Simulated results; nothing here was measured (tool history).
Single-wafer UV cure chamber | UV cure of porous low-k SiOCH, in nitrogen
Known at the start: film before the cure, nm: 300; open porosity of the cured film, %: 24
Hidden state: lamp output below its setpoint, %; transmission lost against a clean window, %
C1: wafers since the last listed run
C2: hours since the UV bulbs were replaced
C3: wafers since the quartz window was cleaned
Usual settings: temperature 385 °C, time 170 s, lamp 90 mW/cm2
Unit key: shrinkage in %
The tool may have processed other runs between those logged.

{"run": 1, "day": 0.0, "temperature": 373, "time": 170, "lamp": 90, "C1": 0, "C2": 1642.6, "C3": 193, "shrinkage": 8.979}
{"run": 2, "day": 2.55, "temperature": 373, "time": 170, "lamp": 90, "C1": 349, "C2": 1703.8, "C3": 542, "shrinkage": 8.649}
{"run": 3, "day": 6.271, "temperature": 385, "time": 170, "lamp": 90, "C1": 509, "C2": 1793.1, "C3": 1052, "shrinkage": 8.89}
{"run": 4, "day": 9.454, "temperature": 385, "time": 170, "lamp": 90, "C1": 436, "C2": 1869.5, "C3": 1488, "shrinkage": 8.533}
{"run": 5, "day": 12.767, "temperature": 385, "time": 170, "lamp": 90, "C1": 453, "C2": 1949, "C3": 1942, "shrinkage": 8.368}
{"run": 6, "day": 14.417, "temperature": 385, "time": 170, "lamp": 106, "C1": 226, "C2": 1988.6, "C3": 2168, "shrinkage": 9.038}
{"day": 15.483, "done": "UV bulbs replaced"}
{"run": 7, "day": 18.767, "temperature": 385, "time": 170, "lamp": 106, "C1": 550, "C2": 78.8, "C3": 2718, "shrinkage": 10.751}
{"run": 8, "day": 20.458, "temperature": 385, "time": 170, "lamp": 90, "C1": 231, "C2": 119.4, "C3": 2950, "shrinkage": 10.174}
{"run": 9, "day": 24.696, "temperature": 385, "time": 170, "lamp": 90, "C1": 580, "C2": 221.1, "C3": 3530, "shrinkage": 9.835}
{"run": 10, "day": 28.004, "temperature": 395, "time": 170, "lamp": 90, "C1": 453, "C2": 300.5, "C3": 3983, "shrinkage": 9.919}
{"day": 29.421, "done": "quartz window cleaned"}
{"run": 11, "day": 29.7, "temperature": 385, "time": 170, "lamp": 90, "C1": 186, "C2": 341.2, "C3": 38, "shrinkage": 10.398}
{"run": 12, "day": 31.983, "temperature": 385, "time": 170, "lamp": 90, "C1": 312, "C2": 396, "C3": 350, "shrinkage": 10.076}
{"run": 13, "day": 34.825, "temperature": 398, "time": 85, "lamp": 54, "C1": 389, "C2": 464.2, "C3": 740, "shrinkage": 5.131}
{"run": 14, "day": 39.138, "temperature": 385, "time": 210, "lamp": 115, "C1": 590, "C2": 567.7, "C3": 1330, "shrinkage": 12.231}
{"run": 15, "day": 43.621, "temperature": 385, "time": 170, "lamp": 55, "C1": 614, "C2": 675.3, "C3": 1944, "shrinkage": 7.695}
{"run": 16, "day": 45.842, "temperature": 385, "time": 110, "lamp": 76, "C1": 304, "C2": 728.6, "C3": 2249, "shrinkage": 6.972}
{"run": 17, "day": 47.867, "temperature": 385, "time": 170, "lamp": 79, "C1": 277, "C2": 777.2, "C3": 2526, "shrinkage": 9.088}
{"run": 18, "day": 51.425, "temperature": 385, "time": 170, "lamp": 51, "C1": 487, "C2": 862.6, "C3": 3013, "shrinkage": 7.112}

Describe how what the log doesn't record of the tool's condition differs between the last listed run preceding each entry between runs and the first listed run following it.
Logged between run 6 and run 7: UV bulbs replaced (day 15.483)
  lamp output below its setpoint, %: 33.4 -> 2; transmission lost against a clean window, %: 8.66 -> 9.46
  measured value less the no-hidden-state value, shrinkage: -2.255 -> -0.553 %
Logged between run 10 and run 11: quartz window cleaned (day 29.421)
  lamp output below its setpoint, %: 5.4 -> 6.03; transmission lost against a clean window, %: 10.4 -> 0.525
  measured value less the no-hidden-state value, shrinkage: -0.747 -> -0.312 %
